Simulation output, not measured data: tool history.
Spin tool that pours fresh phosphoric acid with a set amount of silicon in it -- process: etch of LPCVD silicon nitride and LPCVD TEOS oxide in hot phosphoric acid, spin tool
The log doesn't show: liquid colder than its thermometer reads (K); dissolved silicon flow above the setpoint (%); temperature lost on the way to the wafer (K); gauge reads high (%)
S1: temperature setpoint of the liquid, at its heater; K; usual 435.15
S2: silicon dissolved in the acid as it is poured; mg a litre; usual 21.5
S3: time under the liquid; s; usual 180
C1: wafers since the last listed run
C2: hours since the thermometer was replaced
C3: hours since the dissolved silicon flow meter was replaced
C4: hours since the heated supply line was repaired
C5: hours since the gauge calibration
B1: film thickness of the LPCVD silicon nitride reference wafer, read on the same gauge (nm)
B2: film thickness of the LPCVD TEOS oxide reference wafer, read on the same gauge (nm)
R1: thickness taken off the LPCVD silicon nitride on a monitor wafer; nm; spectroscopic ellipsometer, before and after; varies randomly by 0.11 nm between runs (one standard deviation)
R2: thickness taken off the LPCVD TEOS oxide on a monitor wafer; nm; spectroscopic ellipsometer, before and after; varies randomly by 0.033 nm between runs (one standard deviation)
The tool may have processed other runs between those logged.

Run 1, day 0: usual settings but S1 437.65 K, S2 27.5 mg a litre, S3 255 s; C1 0; C2 180.1; C3 733; C4 432.7; C5 118.8; B1 59.97; B2 110.016. Result: R1 24.4 nm, R2 0.697 nm.
Run 2, day 1.771: usual settings but S2 8.5 mg a litre; C1 187; C2 222.6; C3 775.5; C4 475.2; C5 161.3; B1 59.99; B2 110.011. Result: R1 15.83 nm, R2 0.72 nm.
Run 3, day 3.375: usual settings; C1 169; C2 261.1; C3 814; C4 513.7; C5 199.8; B1 60.01; B2 110. Result: R1 15.67 nm, R2 0.503 nm.
Run 4, day 6.133: usual settings but S2 8.5 mg a litre; C1 291; C2 327.3; C3 880.2; C4 579.9; C5 266; B1 60; B2 110.003. Result: R1 15.57 nm, R2 0.622 nm.
Run 5, day 8.783: usual settings; C1 280; C2 390.9; C3 943.8; C4 643.5; C5 329.6; B1 60.01; B2 109.99. Result: R1 15.43 nm, R2 0.54 nm.
Run 6, day 11.725: usual settings; C1 311; C2 461.5; C3 1014.4; C4 714.1; C5 400.2; B1 59.98; B2 110.004. Result: R1 15.66 nm, R2 0.529 nm.
Run 7, day 13.038: usual settings but S1 433.15 K, S2 27 mg a litre; C1 138; C2 493; C3 1045.9; C4 745.6; C5 431.7; B1 60; B2 109.983. Result: R1 14.73 nm, R2 0.359 nm.
Run 8, day 15.417: usual settings; C1 251; C2 550.1; C3 1103; C4 802.7; C5 488.8; B1 60.02; B2 110.004. Result: R1 15.52 nm, R2 0.469 nm.
Run 9, day 18.046: usual settings; C1 278; C2 613.2; C3 1166.1; C4 865.8; C5 551.9; B1 60.04; B2 109.987. Result: R1 15.56 nm, R2 0.471 nm.
Run 10, day 20.783: usual settings but S1 436.15 K, S2 28.5 mg a litre; C1 289; C2 678.9; C3 1231.8; C4 931.5; C5 617.6; B1 60.05; B2 110. Result: R1 16.17 nm, R2 0.353 nm.
Run 11, day 22.388: usual settings but S1 436.65 K, S3 285 s; C1 169; C2 717.4; C3 1270.3; C4 970; C5 656.1; B1 60; B2 110.011. Result: R1 26.06 nm, R2 0.858 nm.
Run 12, day 24: usual settings but S2 5 mg a litre; C1 170; C2 756.1; C3 1309; C4 1008.7; C5 694.8; B1 60.01; B2 110.001. Result: R1 15.52 nm, R2 0.79 nm.
At day 24.883: heated supply line repaired.
At day 26.279: dissolved silicon flow meter replaced.
Run 13, day 26.871: usual settings but S1 436.15 K, S2 16.5 mg a litre, S3 215 s; C1 294; C2 825; C3 14.2; C4 47.7; C5 763.7; B1 60.01; B2 109.987. Result: R1 19.14 nm, R2 0.726 nm.
Run 14, day 29.3: usual settings but S3 215 s; C1 256; C2 883.3; C3 72.5; C4 106; C5 822; B1 60.01; B2 110.002. Result: R1 18.65 nm, R2 0.531 nm.
Run 15, day 30.65: usual settings but S1 432.65 K, S2 8.5 mg a litre; C1 142; C2 915.7; C3 104.9; C4 138.4; C5 854.4; B1 59.99; B2 110.005. Result: R1 14.45 nm, R2 0.557 nm.
Run 16, day 33.446: usual settings but S1 436.15 K, S2 9.5 mg a litre, S3 275 s; C1 295; C2 982.8; C3 172; C4 205.5; C5 921.5; B1 60.01; B2 110.02. Result: R1 24.42 nm, R2 1.139 nm.
Run 17, day 36.425: usual settings but S2 37 mg a litre; C1 315; C2 1054.3; C3 243.5; C4 277; C5 993; B1 60.01; B2 109.981. Result: R1 15.63 nm, R2 0.25 nm.
Run 18, day 37.508: usual settings but S2 15.5 mg a litre, S3 215 s; C1 114; C2 1080.3; C3 269.5; C4 303; C5 1019; B1 60.04; B2 109.995. Result: R1 18.63 nm, R2 0.641 nm.
Run 19, day 39.483: usual settings but S1 433.65 K, S2 31 mg a litre, S3 140 s; C1 208; C2 1127.7; C3 316.9; C4 350.4; C5 1066.4; B1 59.97; B2 110.003. Result: R1 11.39 nm, R2 0.23 nm.
Run 20, day 41.396: usual settings but S2 17 mg a litre; C1 202; C2 1173.6; C3 362.8; C4 396.3; C5 1112.3; B1 59.96; B2 110.017. Result: R1 15.5 nm, R2 0.561 nm.
Run 21, day 44.129: usual settings but S1 433.15 K, S2 32.5 mg a litre, S3 70 s; C1 289; C2 1239.2; C3 428.4; C4 461.9; C5 1177.9; B1 60.02; B2 109.995. Result: R1 5.56 nm, R2 0.102 nm.
Run 22, day 46.271: usual settings but S1 436.15 K; C1 226; C2 1290.6; C3 479.8; C4 513.3; C5 1229.3; B1 60.02; B2 109.995. Result: R1 16.04 nm, R2 0.542 nm.
Run 23, day 48.512: usual settings but S1 433.65 K, S2 10.5 mg a litre, S3 220 s; C1 237; C2 1344.4; C3 533.6; C4 567.1; C5 1283.1; B1 59.99; B2 110.006. Result: R1 17.85 nm, R2 0.691 nm.

Selected run-to-run steps in R1, each split into two signed amounts: the part the tool would show with no hidden state at all (from settings, incoming material and random variation), and the remainder, which goes to the hidden state together with any gauge scatter not common to the measured and the hidden-state-free results:
Run 11 -> 12: S1 436.65 -> 435.15, S2 21.5 -> 5, S3 285 -> 180. R1 -10.54 nm: hidden state +0.15, all else -10.69.
Run 20 -> 21: S1 435.15 -> 433.15, S2 17 -> 32.5, S3 180 -> 70. R1 -9.94 nm: hidden state +0.25, all else -10.19.
Run 21 -> 22: S1 433.15 -> 436.15, S2 32.5 -> 21.5, S3 70 -> 180. R1 +10.48 nm: hidden state -0.31, all else +10.79.
